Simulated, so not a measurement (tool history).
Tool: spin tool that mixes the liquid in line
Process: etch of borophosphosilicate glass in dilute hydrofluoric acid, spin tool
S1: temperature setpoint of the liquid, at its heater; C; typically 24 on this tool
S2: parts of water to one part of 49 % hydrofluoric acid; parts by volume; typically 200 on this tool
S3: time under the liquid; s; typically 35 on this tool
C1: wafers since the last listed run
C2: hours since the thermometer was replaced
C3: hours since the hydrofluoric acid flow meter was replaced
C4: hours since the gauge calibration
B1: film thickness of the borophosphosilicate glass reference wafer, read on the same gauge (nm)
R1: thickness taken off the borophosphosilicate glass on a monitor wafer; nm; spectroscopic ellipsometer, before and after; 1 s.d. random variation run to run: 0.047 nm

{"run": 1, "hour": 0.0, "S1": 22.5, "S2": 250, "S3": 35, "C1": 0, "C2": 2496.1, "C3": 1654.3, "C4": 60, "B1": 100.03, "R1": 8.34}
{"run": 2, "hour": 8.0, "S1": 23, "S2": 150, "S3": 35, "C1": 137, "C2": 2504.1, "C3": 1662.3, "C4": 68, "B1": 100, "R1": 15.64}
{"run": 3, "hour": 17.2, "S1": 24, "S2": 200, "S3": 35, "C1": 157, "C2": 2513.3, "C3": 1671.5, "C4": 77.2, "B1": 100, "R1": 11.61}
{"run": 4, "hour": 34.0, "S1": 24, "S2": 200, "S3": 35, "C1": 288, "C2": 2530.1, "C3": 1688.3, "C4": 94, "B1": 100, "R1": 11.56}
{"run": 5, "hour": 44.4, "S1": 24, "S2": 200, "S3": 35, "C1": 178, "C2": 2540.5, "C3": 1698.7, "C4": 104.4, "B1": 100.01, "R1": 11.62}
{"run": 6, "hour": 57.3, "S1": 24, "S2": 200, "S3": 35, "C1": 221, "C2": 2553.4, "C3": 1711.6, "C4": 117.3, "B1": 100.02, "R1": 11.71}
{"run": 7, "hour": 68.4, "S1": 24, "S2": 200, "S3": 35, "C1": 190, "C2": 2564.5, "C3": 1722.7, "C4": 128.4, "B1": 100.01, "R1": 11.61}
{"run": 8, "hour": 82.7, "S1": 24, "S2": 200, "S3": 50, "C1": 245, "C2": 2578.8, "C3": 1737, "C4": 142.7, "B1": 100, "R1": 16.58}
{"hour": 87.3, "done": "thermometer replaced"}
{"run": 9, "hour": 98.1, "S1": 24, "S2": 200, "S3": 50, "C1": 246, "C2": 10.8, "C3": 1752.4, "C4": 158.1, "B1": 100.01, "R1": 16.62}
{"run": 10, "hour": 115.2, "S1": 24, "S2": 200, "S3": 35, "C1": 293, "C2": 27.9, "C3": 1769.5, "C4": 175.2, "B1": 99.99, "R1": 11.62}
{"run": 11, "hour": 125.7, "S1": 28.5, "S2": 260, "S3": 20, "C1": 180, "C2": 38.4, "C3": 1780, "C4": 185.7, "B1": 100, "R1": 5.65}
{"run": 12, "hour": 140.9, "S1": 24, "S2": 235, "S3": 35, "C1": 260, "C2": 53.6, "C3": 1795.2, "C4": 200.9, "B1": 99.99, "R1": 9.52}
{"run": 13, "hour": 154.0, "S1": 27, "S2": 225, "S3": 15, "C1": 224, "C2": 66.7, "C3": 1808.3, "C4": 214, "B1": 100.01, "R1": 4.85}
{"hour": 170.1, "done": "hydrofluoric acid flow meter replaced"}
{"run": 14, "hour": 171.2, "S1": 24, "S2": 245, "S3": 40, "C1": 277, "C2": 83.9, "C3": 1.1, "C4": 231.2, "B1": 99.96, "R1": 11.2}
{"hour": 171.9, "done": "gauge calibrated"}
{"run": 15, "hour": 185.5, "S1": 27, "S2": 200, "S3": 40, "C1": 245, "C2": 98.2, "C3": 15.4, "C4": 13.6, "B1": 99.98, "R1": 15.89}
{"run": 16, "hour": 198.7, "S1": 26, "S2": 200, "S3": 35, "C1": 226, "C2": 111.4, "C3": 28.6, "C4": 26.8, "B1": 100, "R1": 13.48}
{"run": 17, "hour": 212.8, "S1": 24, "S2": 200, "S3": 35, "C1": 241, "C2": 125.5, "C3": 42.7, "C4": 40.9, "B1": 99.97, "R1": 12.55}
{"hour": 230.0, "done": "hydrofluoric acid flow meter replaced, repeated, since the last time left the tool worse"}
{"run": 18, "hour": 238.0, "S1": 24, "S2": 200, "S3": 35, "C1": 414, "C2": 150.7, "C3": 8, "C4": 66.1, "B1": 100.02, "R1": 10.71}
{"run": 19, "hour": 248.8, "S1": 19, "S2": 235, "S3": 50, "C1": 185, "C2": 161.5, "C3": 18.8, "C4": 76.9, "B1": 99.99, "R1": 10.43}
{"run": 20, "hour": 258.9, "S1": 28.5, "S2": 250, "S3": 35, "C1": 173, "C2": 171.6, "C3": 28.9, "C4": 87, "B1": 99.97, "R1": 9.58}

Forecast each of these 4 alternatives for the next run:
{"run": "A", "hour": 259.3, "S1": 24, "S2": 200, "S3": 45, "C1": 6, "C2": 172, "C3": 29.3, "C4": 87.4, "B1": "?", "R1": "?"}
{"run": "B", "hour": 259.3, "S1": 20, "S2": 200, "S3": 15, "C1": 6, "C2": 172, "C3": 29.3, "C4": 87.4, "B1": "?", "R1": "?"}
{"run": "C", "hour": 259.3, "S1": 28, "S2": 170, "S3": 25, "C1": 6, "C2": 172, "C3": 29.3, "C4": 87.4, "B1": "?", "R1": "?"}
{"run": "D", "hour": 259.3, "S1": 24, "S2": 200, "S3": 30, "C1": 6, "C2": 172, "C3": 29.3, "C4": 87.4, "B1": "?", "R1": "?"}

run=A B1=100 R1=13.76
run=B B1=100 R1=3.94
run=C B1=100 R1=10.77
run=D B1=100 R1=9.17
Without the tool's hidden state the same runs would have given:
run=A R1=13.49
run=B R1=3.86
run=C R1=10.56
run=D R1=8.99
